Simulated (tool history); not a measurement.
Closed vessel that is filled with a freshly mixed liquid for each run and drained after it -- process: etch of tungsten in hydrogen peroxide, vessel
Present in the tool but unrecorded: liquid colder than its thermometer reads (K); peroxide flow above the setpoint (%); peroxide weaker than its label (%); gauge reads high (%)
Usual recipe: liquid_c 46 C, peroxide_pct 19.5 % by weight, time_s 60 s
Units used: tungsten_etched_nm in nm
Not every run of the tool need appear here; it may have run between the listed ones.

run,hour,liquid_c,peroxide_pct,time_s,wafers since the last listed run,hours since the thermometer was replaced,hours since the peroxide flow meter was replaced,hours since the drum of peroxide was connected,hours since the gauge calibration,"read-back film thickness of the tungsten reference wafer, read on the same gauge (nm)",tungsten_etched_nm
1,0,46,21.5,90,0,1756.8,900.9,600.7,505.9,150,69.19
2,31,46,21.5,90,4320,1787.8,931.9,631.7,536.9,149.99,69.42
3,63.8,46,19.5,60,4571,1820.6,964.7,664.5,569.7,150,43.76
4,75.8,46,19.5,60,1672,1832.6,976.7,676.5,581.7,150.01,44.23
5,90.9,46,19.5,60,2104,1847.7,991.8,691.6,596.8,150.02,43.77
6,118.1,53.5,19.5,60,3790,1874.9,1019,718.8,624,150,70.6
7,138.8,52,19.5,60,2884,1895.6,1039.7,739.5,644.7,149.98,63.16
8,160.4,46,19.5,60,3010,1917.2,1061.3,761.1,666.3,149.98,44.09
9,191.2,46,19.5,60,4292,1948,1092.1,791.9,697.1,149.98,43.96
# hour 199.5: thermometer replaced
10,270.8,46,19.5,60,10953,71.3,1171.7,871.5,776.7,149.99,43.66
11,291.6,46,19.5,60,2898,92.1,1192.5,892.3,797.5,150,44.75
12,322.6,37,13.5,60,4320,123.1,1223.5,923.3,828.5,150.02,20.75
13,346.1,36.5,17.5,30,3274,146.6,1247,946.8,852,149.99,11.41
14,363.5,52,15.5,40,2424,164,1264.4,964.2,869.4,150,38.25
# hour 378.4: new drum of peroxide connected
15,394.3,46,19.5,60,4152,194.8,1295.2,15.9,900.2,150,44.52
16,422.7,50.5,19.5,30,3957,223.2,1323.6,44.3,928.6,149.98,29.31
17,449.9,38,17,85,3790,250.4,1350.8,71.5,955.8,150.01,34.98
18,467,54,22.5,60,2383,267.5,1367.9,88.6,972.9,150.02,78.22
19,553.5,46,19.5,60,12054,354,1454.4,175.1,1059.4,149.99,44.76
20,588.1,46,23.5,60,4821,388.6,1489,209.7,1094,150,49.34
21,612.4,40.5,19.5,60,3386,412.9,1513.3,234,1118.3,150.02,31.75
# hour 622.5: peroxide flow meter replaced
22,638.6,50,25.5,60,3511,439.1,16.1,260.2,1144.5,150,63.28
# hour 646.2: gauge calibrated
23,672.4,46,19.5,60,4710,472.9,49.9,294,26.2,150.01,42.79
24,686.8,46,16.5,60,2006,487.3,64.3,308.4,40.6,149.99,39.94
25,703.7,39,21.5,85,2355,504.2,81.2,325.3,57.5,150.01,40.89
26,727.3,46,19.5,50,3288,527.8,104.8,348.9,81.1,149.99,35.66
27,741.6,46,19.5,60,1992,542.1,119.1,363.2,95.4,149.97,43.31
28,762.2,41.5,21.5,35,2870,562.7,139.7,383.8,116,150.01,19.77
29,789.3,46,19.5,60,3776,589.8,166.8,410.9,143.1,150,43.02
30,824.5,40,14,60,4905,625,202,446.1,178.3,149.99,25.03
31,858.8,46,19.5,40,4780,659.3,236.3,480.4,212.6,150,28.65

Below are 3 alternative next runs, each starting from the tool's condition after run 31. Predict each:
A,859.5,46,19.5,60,97,660,237,481.1,213.3,?,?
B,859.5,51.5,19.5,75,97,660,237,481.1,213.3,?,?
C,859.5,46,16.5,95,97,660,237,481.1,213.3,?,?

run,"read-back film thickness of the tungsten reference wafer, read on the same gauge (nm)",tungsten_etched_nm
A,149.99,43.15
B,149.99,75.68
C,149.99,62.84
With the hidden condition removed and each run's random variation left untouched, the same runs would have given:
run,tungsten_etched_nm
A,42.18
B,73.98
C,61.43
